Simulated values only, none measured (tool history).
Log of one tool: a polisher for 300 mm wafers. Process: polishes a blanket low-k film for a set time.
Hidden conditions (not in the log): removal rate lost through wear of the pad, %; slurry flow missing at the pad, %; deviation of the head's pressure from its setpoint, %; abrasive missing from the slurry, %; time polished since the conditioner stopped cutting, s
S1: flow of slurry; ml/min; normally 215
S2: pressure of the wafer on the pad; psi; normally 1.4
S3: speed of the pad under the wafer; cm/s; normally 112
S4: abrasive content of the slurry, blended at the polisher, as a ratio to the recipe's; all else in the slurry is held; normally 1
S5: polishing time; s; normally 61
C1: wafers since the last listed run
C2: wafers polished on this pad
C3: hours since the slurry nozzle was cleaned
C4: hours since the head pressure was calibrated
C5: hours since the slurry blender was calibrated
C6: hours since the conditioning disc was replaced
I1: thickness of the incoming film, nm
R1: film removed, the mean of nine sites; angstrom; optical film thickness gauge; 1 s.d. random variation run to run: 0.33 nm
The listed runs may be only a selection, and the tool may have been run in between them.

{"run": 1, "hour": 0.0, "S1": 215, "S2": 1.4, "S3": 112, "S4": 1, "S5": 61, "C1": 0, "C2": 190, "C3": 448, "C4": 697.1, "C5": 36.4, "C6": 355.7, "I1": 585.9, "R1": 235}
{"run": 2, "hour": 19.5, "S1": 180, "S2": 1.6, "S3": 112, "S4": 1, "S5": 61, "C1": 197, "C2": 388, "C3": 467.5, "C4": 716.6, "C5": 55.9, "C6": 375.2, "I1": 574.5, "R1": 261}
{"run": 3, "hour": 38.1, "S1": 180, "S2": 1.6, "S3": 112, "S4": 1, "S5": 61, "C1": 188, "C2": 577, "C3": 486.1, "C4": 735.2, "C5": 74.5, "C6": 393.8, "I1": 586.5, "R1": 255}
{"hour": 68.1, "done": "slurry nozzle cleaned"}
{"run": 4, "hour": 71.0, "S1": 215, "S2": 1.4, "S3": 112, "S4": 0.85, "S5": 61, "C1": 323, "C2": 900, "C3": 2.9, "C4": 768.1, "C5": 107.4, "C6": 426.7, "I1": 586.1, "R1": 211}
{"run": 5, "hour": 104.0, "S1": 215, "S2": 1.4, "S3": 112, "S4": 1, "S5": 61, "C1": 334, "C2": 1235, "C3": 35.9, "C4": 801.1, "C5": 140.4, "C6": 459.7, "I1": 575.2, "R1": 229}
{"hour": 137.6, "done": "worn pad replaced by a new one"}
{"hour": 150.6, "done": "conditioning disc replaced and pad reconditioned"}
{"hour": 185.5, "done": "slurry blender recalibrated"}
{"run": 6, "hour": 208.8, "S1": 215, "S2": 1.4, "S3": 112, "S4": 1, "S5": 61, "C1": 982, "C2": 681, "C3": 140.7, "C4": 905.9, "C5": 23.3, "C6": 58.2, "I1": 580.5, "R1": 231}
{"run": 7, "hour": 308.8, "S1": 215, "S2": 1.4, "S3": 112, "S4": 1, "S5": 61, "C1": 1014, "C2": 1696, "C3": 240.7, "C4": 1005.9, "C5": 123.3, "C6": 158.2, "I1": 590.5, "R1": 232}
{"run": 8, "hour": 325.7, "S1": 215, "S2": 1.4, "S3": 112, "S4": 1, "S5": 61, "C1": 171, "C2": 1867, "C3": 257.6, "C4": 1022.8, "C5": 140.2, "C6": 175.1, "I1": 579, "R1": 233}
{"hour": 335.9, "done": "worn pad replaced by a new one"}
{"run": 9, "hour": 346.0, "S1": 215, "S2": 1.4, "S3": 112, "S4": 1, "S5": 61, "C1": 165, "C2": 102, "C3": 277.9, "C4": 1043.1, "C5": 160.5, "C6": 195.4, "I1": 588.5, "R1": 231}
{"run": 10, "hour": 370.1, "S1": 180, "S2": 1.4, "S3": 112, "S4": 0.85, "S5": 50, "C1": 244, "C2": 347, "C3": 302, "C4": 1067.2, "C5": 184.6, "C6": 219.5, "I1": 581.9, "R1": 169}
{"run": 11, "hour": 399.6, "S1": 215, "S2": 1.7, "S3": 112, "S4": 1, "S5": 61, "C1": 299, "C2": 646, "C3": 331.5, "C4": 1096.7, "C5": 214.1, "C6": 249, "I1": 589.7, "R1": 276}
{"run": 12, "hour": 414.2, "S1": 215, "S2": 1.4, "S3": 86, "S4": 1, "S5": 51, "C1": 148, "C2": 794, "C3": 346.1, "C4": 1111.3, "C5": 228.7, "C6": 263.6, "I1": 584.9, "R1": 153}
{"hour": 426.3, "done": "head pressure recalibrated"}
{"run": 13, "hour": 433.5, "S1": 215, "S2": 1.4, "S3": 112, "S4": 1, "S5": 61, "C1": 175, "C2": 970, "C3": 365.4, "C4": 7.2, "C5": 248, "C6": 282.9, "I1": 574.1, "R1": 237}
{"hour": 438.7, "done": "slurry blender recalibrated"}
{"run": 14, "hour": 454.1, "S1": 215, "S2": 1.4, "S3": 112, "S4": 1, "S5": 81, "C1": 188, "C2": 1158, "C3": 386, "C4": 27.8, "C5": 15.4, "C6": 303.5, "I1": 585, "R1": 311}
{"hour": 462.2, "done": "slurry nozzle cleaned"}
{"run": 15, "hour": 473.6, "S1": 270, "S2": 1.4, "S3": 136, "S4": 1, "S5": 61, "C1": 187, "C2": 1346, "C3": 11.4, "C4": 47.3, "C5": 34.9, "C6": 323, "I1": 583.9, "R1": 276}
{"hour": 489.6, "done": "worn pad replaced by a new one"}
{"run": 16, "hour": 500.6, "S1": 215, "S2": 1.4, "S3": 94, "S4": 0.9, "S5": 61, "C1": 233, "C2": 111, "C3": 38.4, "C4": 74.3, "C5": 61.9, "C6": 350, "I1": 586.2, "R1": 195}
{"run": 17, "hour": 525.8, "S1": 215, "S2": 1.4, "S3": 112, "S4": 1, "S5": 61, "C1": 255, "C2": 367, "C3": 63.6, "C4": 99.5, "C5": 87.1, "C6": 375.2, "I1": 585.5, "R1": 235}
{"run": 18, "hour": 541.8, "S1": 215, "S2": 1.4, "S3": 86, "S4": 1, "S5": 51, "C1": 162, "C2": 529, "C3": 79.6, "C4": 115.5, "C5": 103.1, "C6": 391.2, "I1": 589.9, "R1": 157}
{"hour": 557.0, "done": "conditioning disc replaced and pad reconditioned"}
{"run": 19, "hour": 576.6, "S1": 215, "S2": 1.3, "S3": 138, "S4": 1, "S5": 61, "C1": 332, "C2": 862, "C3": 114.4, "C4": 150.3, "C5": 137.9, "C6": 19.6, "I1": 575.8, "R1": 264}
{"run": 20, "hour": 609.8, "S1": 215, "S2": 1.4, "S3": 112, "S4": 0.85, "S5": 70, "C1": 336, "C2": 1199, "C3": 147.6, "C4": 183.5, "C5": 171.1, "C6": 52.8, "I1": 592.6, "R1": 251}
{"run": 21, "hour": 639.2, "S1": 215, "S2": 1.1, "S3": 112, "S4": 1.2, "S5": 61, "C1": 298, "C2": 1497, "C3": 177, "C4": 212.9, "C5": 200.5, "C6": 82.2, "I1": 584.3, "R1": 218}
{"run": 22, "hour": 659.6, "S1": 280, "S2": 1.6, "S3": 112, "S4": 1, "S5": 61, "C1": 206, "C2": 1704, "C3": 197.4, "C4": 233.3, "C5": 220.9, "C6": 102.6, "I1": 582.3, "R1": 264}
{"hour": 676.0, "done": "worn pad replaced by a new one"}
{"hour": 680.3, "done": "slurry blender recalibrated"}
{"run": 23, "hour": 703.9, "S1": 215, "S2": 1.4, "S3": 112, "S4": 1, "S5": 61, "C1": 388, "C2": 262, "C3": 241.7, "C4": 277.6, "C5": 23.6, "C6": 146.9, "I1": 583.8, "R1": 228}
{"run": 24, "hour": 736.7, "S1": 215, "S2": 1.1, "S3": 112, "S4": 1.2, "S5": 61, "C1": 332, "C2": 595, "C3": 274.5, "C4": 310.4, "C5": 56.4, "C6": 179.7, "I1": 585.8, "R1": 214}
{"run": 25, "hour": 764.8, "S1": 215, "S2": 1.4, "S3": 112, "S4": 1, "S5": 61, "C1": 285, "C2": 880, "C3": 302.6, "C4": 338.5, "C5": 84.5, "C6": 207.8, "I1": 583, "R1": 239}

What differs in the tool's unlogged condition from the final listed run ahead of each entry between runs to the first listed run following it?
From run 3 to run 4: slurry nozzle cleaned (hour 68.1)
  no hidden state differs between the two runs
From run 5 to run 6: worn pad replaced by a new one (hour 137.6); conditioning disc replaced and pad reconditioned (hour 150.6); slurry blender recalibrated (hour 185.5)
  no hidden state differs between the two runs
From run 8 to run 9: worn pad replaced by a new one (hour 335.9)
  no hidden state differs between the two runs
From run 12 to run 13: head pressure recalibrated (hour 426.3)
  no hidden state differs between the two runs
From run 13 to run 14: slurry blender recalibrated (hour 438.7)
  no hidden state differs between the two runs
From run 14 to run 15: slurry nozzle cleaned (hour 462.2)
  no hidden state differs between the two runs
From run 15 to run 16: worn pad replaced by a new one (hour 489.6)
  no hidden state differs between the two runs
From run 18 to run 19: conditioning disc replaced and pad reconditioned (hour 557)
  no hidden state differs between the two runs
From run 22 to run 23: worn pad replaced by a new one (hour 676); slurry blender recalibrated (hour 680.3)
  no hidden state differs between the two runs
